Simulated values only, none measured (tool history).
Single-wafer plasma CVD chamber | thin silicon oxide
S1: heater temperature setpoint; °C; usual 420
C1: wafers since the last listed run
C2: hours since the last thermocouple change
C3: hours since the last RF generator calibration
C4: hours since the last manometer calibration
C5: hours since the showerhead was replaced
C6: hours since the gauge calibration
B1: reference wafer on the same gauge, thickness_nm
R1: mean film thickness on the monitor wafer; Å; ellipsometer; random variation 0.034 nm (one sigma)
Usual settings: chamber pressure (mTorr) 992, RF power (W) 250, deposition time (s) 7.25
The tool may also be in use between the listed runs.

Run 1, hour 0.0: usual settings but chamber pressure (mTorr) 941; C1 0; C2 280.1; C3 366.4; C4 1017.8; C5 5737.0; C6 686.0; B1 13.498. Result: R1 126.63 Å.
Run 2, hour 31.8: usual settings but chamber pressure (mTorr) 941; C1 1070; C2 311.9; C3 398.2; C4 1049.6; C5 5768.8; C6 717.8; B1 13.488. Result: R1 126.30 Å.
Run 3, hour 75.4: usual settings but S1 411 °C, deposition time (s) 7.96; C1 1467; C2 355.5; C3 441.8; C4 1093.2; C5 5812.4; C6 761.4; B1 13.503. Result: R1 145.10 Å.
Run 4, hour 136.1: usual settings but S1 411 °C, deposition time (s) 7.96; C1 2043; C2 416.2; C3 502.5; C4 1153.9; C5 5873.1; C6 822.1; B1 13.494. Result: R1 144.50 Å.
Run 5, hour 204.8: usual settings; C1 2312; C2 484.9; C3 571.2; C4 1222.6; C5 5941.8; C6 890.8; B1 13.504. Result: R1 131.17 Å.
Run 6, hour 260.0: usual settings but RF power (W) 260; C1 1858; C2 540.1; C3 626.4; C4 1277.8; C5 5997.0; C6 946.0; B1 13.502. Result: R1 134.05 Å.
Run 7, hour 319.6: usual settings but RF power (W) 260; C1 2006; C2 599.7; C3 686.0; C4 1337.4; C5 6056.6; C6 1005.6; B1 13.491. Result: R1 134.44 Å.
Run 8, hour 348.6: usual settings but RF power (W) 260; C1 976; C2 628.7; C3 715.0; C4 1366.4; C5 6085.6; C6 1034.6; B1 13.504. Result: R1 133.63 Å.
Run 9, hour 377.1: usual settings; C1 959; C2 657.2; C3 743.5; C4 1394.9; C5 6114.1; C6 1063.1; B1 13.512. Result: R1 129.62 Å.
At hour 396.0: showerhead replaced.
Run 10, hour 412.9: usual settings but chamber pressure (mTorr) 1101; C1 935; C2 693.0; C3 779.3; C4 1430.7; C5 16.9; C6 1098.9; B1 13.499. Result: R1 137.12 Å.
At hour 432.0: capacitance manometer re-zeroed and calibrated.
Run 11, hour 479.9: usual settings but chamber pressure (mTorr) 1101; C1 1985; C2 760.0; C3 846.3; C4 47.9; C5 83.9; C6 1165.9; B1 13.506. Result: R1 139.47 Å.
Run 12, hour 579.8: usual settings but chamber pressure (mTorr) 1101; C1 3362; C2 859.9; C3 946.2; C4 147.8; C5 183.8; C6 1265.8; B1 13.499. Result: R1 139.36 Å.
Run 13, hour 609.8: usual settings but S1 412 °C; C1 1009; C2 889.9; C3 976.2; C4 177.8; C5 213.8; C6 1295.8; B1 13.492. Result: R1 131.28 Å.
Run 14, hour 670.1: usual settings but S1 409 °C, chamber pressure (mTorr) 1231, RF power (W) 215; C1 2029; C2 950.2; C3 1036.5; C4 238.1; C5 274.1; C6 1356.1; B1 13.495. Result: R1 131.59 Å.
At hour 713.4: RF generator calibrated.
Run 15, hour 722.0: usual settings; C1 1477; C2 1002.1; C3 8.6; C4 290.0; C5 326.0; C6 1408.0; B1 13.502. Result: R1 132.84 Å.
Run 16, hour 764.9: usual settings but S1 426 °C, chamber pressure (mTorr) 1237; C1 1444; C2 1045.0; C3 51.5; C4 332.9; C5 368.9; C6 1450.9; B1 13.506. Result: R1 150.64 Å.
Run 17, hour 795.3: usual settings but S1 427 °C; C1 1023; C2 1075.4; C3 81.9; C4 363.3; C5 399.3; C6 1481.3; B1 13.513. Result: R1 131.53 Å.
At hour 842.6: thermocouple changed; heater temperature recalibrated.
Run 18, hour 843.1: usual settings but chamber pressure (mTorr) 1193; C1 1339; C2 0.5; C3 129.7; C4 411.1; C5 447.1; C6 1529.1; B1 13.501. Result: R1 147.89 Å.
Run 19, hour 906.2: usual settings; C1 2123; C2 63.6; C3 192.8; C4 474.2; C5 510.2; C6 1592.2; B1 13.507. Result: R1 132.21 Å.
Run 20, hour 933.6: usual settings but S1 430 °C, deposition time (s) 5.88; C1 922; C2 91.0; C3 220.2; C4 501.6; C5 537.6; C6 1619.6; B1 13.499. Result: R1 105.97 Å.
Run 21, hour 995.4: usual settings but chamber pressure (mTorr) 1056, RF power (W) 280, deposition time (s) 8.03; C1 2080; C2 152.8; C3 282.0; C4 563.4; C5 599.4; C6 1681.4; B1 13.503. Result: R1 164.01 Å.
At hour 1000.8: gauge calibrated.
Run 22, hour 1053.5: usual settings but S1 405 °C, chamber pressure (mTorr) 1099, RF power (W) 285, deposition time (s) 6.25; C1 1955; C2 210.9; C3 340.1; C4 621.5; C5 657.5; C6 52.7; B1 13.508. Result: R1 133.33 Å.
Run 23, hour 1100.4: usual settings but S1 425 °C, chamber pressure (mTorr) 781, deposition time (s) 6.70; C1 1578; C2 257.8; C3 387.0; C4 668.4; C5 704.4; C6 99.6; B1 13.490. Result: R1 101.84 Å.
Run 24, hour 1143.9: usual settings; C1 1464; C2 301.3; C3 430.5; C4 711.9; C5 747.9; C6 143.1; B1 13.492. Result: R1 131.86 Å.
Run 25, hour 1204.6: usual settings but RF power (W) 225, deposition time (s) 8.46; C1 2043; C2 362.0; C3 491.2; C4 772.6; C5 808.6; C6 203.8; B1 13.490. Result: R1 141.35 Å.
Run 26, hour 1269.6: usual settings; C1 2187; C2 427.0; C3 556.2; C4 837.6; C5 873.6; C6 268.8; B1 13.497. Result: R1 131.26 Å.

Forecast each of these 5 alternatives for the next run:
Run A, hour 1270.0: usual settings but deposition time (s) 8.12; C1 13; C2 427.4; C3 556.6; C4 838.0; C5 874.0; C6 269.2; B1 ?. Result: R1 ?.
Run B, hour 1270.0: usual settings but S1 411 °C, chamber pressure (mTorr) 1073, RF power (W) 300, deposition time (s) 6.82; C1 13; C2 427.4; C3 556.6; C4 838.0; C5 874.0; C6 269.2; B1 ?. Result: R1 ?.
Run C, hour 1270.0: usual settings but RF power (W) 210; C1 13; C2 427.4; C3 556.6; C4 838.0; C5 874.0; C6 269.2; B1 ?. Result: R1 ?.
Run D, hour 1270.0: usual settings but S1 413 °C, chamber pressure (mTorr) 1097, RF power (W) 220, deposition time (s) 8.26; C1 13; C2 427.4; C3 556.6; C4 838.0; C5 874.0; C6 269.2; B1 ?. Result: R1 ?.
Run E, hour 1270.0: usual settings but deposition time (s) 7.65; C1 13; C2 427.4; C3 556.6; C4 838.0; C5 874.0; C6 269.2; B1 ?. Result: R1 ?.

run      B1      R1
  A  13.503  147.03
  B  13.503  146.59
  C  13.503  113.55
  D  13.503  143.79
  E  13.503  138.54
Without the tool's hidden state the same runs would have given:
run      R1
  A  149.34
  B  148.65
  C  115.42
  D  146.17
  E  140.71
